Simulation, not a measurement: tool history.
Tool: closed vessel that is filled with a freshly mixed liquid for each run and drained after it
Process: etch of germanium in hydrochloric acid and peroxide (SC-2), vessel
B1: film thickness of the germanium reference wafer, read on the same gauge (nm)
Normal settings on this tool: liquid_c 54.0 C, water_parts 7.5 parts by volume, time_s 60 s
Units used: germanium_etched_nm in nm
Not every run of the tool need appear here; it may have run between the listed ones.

Run 1, day 0.000: usual settings; B1 150.00. Result: germanium_etched_nm 147.50 nm.
Run 2, day 3.862: usual settings; B1 150.04. Result: germanium_etched_nm 145.60 nm.
Run 3, day 8.008: usual settings; B1 150.02. Result: germanium_etched_nm 144.59 nm.
Run 4, day 10.767: usual settings but liquid_c 58.5 C, water_parts 5.0 parts by volume; B1 150.00. Result: germanium_etched_nm 168.92 nm.
Run 5, day 14.679: usual settings but liquid_c 58.5 C, water_parts 5.0 parts by volume; B1 149.98. Result: germanium_etched_nm 166.55 nm.
Run 6, day 18.229: usual settings but liquid_c 48.0 C; B1 149.97. Result: germanium_etched_nm 116.75 nm.
At day 20.900: new drum of peroxide connected.
Run 7, day 22.167: usual settings but liquid_c 48.0 C; B1 149.98. Result: germanium_etched_nm 114.92 nm.
At day 28.088: gauge calibrated.
At day 32.221: chemicals flow meter replaced.
Run 8, day 33.783: usual settings but liquid_c 48.0 C; B1 149.98. Result: germanium_etched_nm 114.46 nm.
Run 9, day 36.458: usual settings but time_s 30 s; B1 149.98. Result: germanium_etched_nm 68.31 nm.
At day 37.004: thermometer replaced.
Run 10, day 40.008: usual settings; B1 149.97. Result: germanium_etched_nm 148.63 nm.
Run 11, day 43.329: usual settings but water_parts 5.5 parts by volume; B1 150.01. Result: germanium_etched_nm 150.98 nm.
Run 12, day 46.121: usual settings but liquid_c 62.5 C, water_parts 5.0 parts by volume, time_s 80 s; B1 150.01. Result: germanium_etched_nm 260.01 nm.
Run 13, day 49.704: usual settings but water_parts 10.5 parts by volume, time_s 80 s; B1 149.99. Result: germanium_etched_nm 190.76 nm.
Run 14, day 53.883: usual settings but liquid_c 63.0 C, water_parts 11.0 parts by volume, time_s 35 s; B1 150.00. Result: germanium_etched_nm 109.26 nm.
Run 15, day 55.796: usual settings but liquid_c 50.0 C, water_parts 5.0 parts by volume; B1 150.05. Result: germanium_etched_nm 130.61 nm.
Run 16, day 58.804: usual settings but liquid_c 51.5 C, water_parts 9.0 parts by volume, time_s 90 s; B1 150.00. Result: germanium_etched_nm 201.07 nm.
At day 60.738: new drum of peroxide connected.
Run 17, day 62.912: usual settings but liquid_c 47.5 C; B1 150.04. Result: germanium_etched_nm 118.05 nm.

Each row is a separate what-if for the run after 17, all from the same tool condition, not one after another. Results?
Run A, day 62.942: usual settings; B1 ?. Result: germanium_etched_nm ?.
Run B, day 62.942: usual settings but liquid_c 64.0 C, water_parts 8.5 parts by volume; B1 ?. Result: germanium_etched_nm ?.
Run C, day 62.942: usual settings but liquid_c 56.5 C; B1 ?. Result: germanium_etched_nm ?.
Run D, day 62.942: usual settings but liquid_c 59.0 C, water_parts 4.0 parts by volume, time_s 85 s; B1 ?. Result: germanium_etched_nm ?.
Run E, day 62.942: usual settings but liquid_c 49.0 C, water_parts 5.0 parts by volume, time_s 80 s; B1 ?. Result: germanium_etched_nm ?.

run      B1  germanium_etched_nm
  A  149.97               144.55
  B  149.97               193.56
  C  149.97               156.19
  D  149.97               244.75
  E  149.97               167.06
Take away the tool's hidden state, keep each run's random variation, and the runs would have read:
run  germanium_etched_nm
  A               150.89
  B               201.45
  C               162.93
  D               255.33
  E               174.74
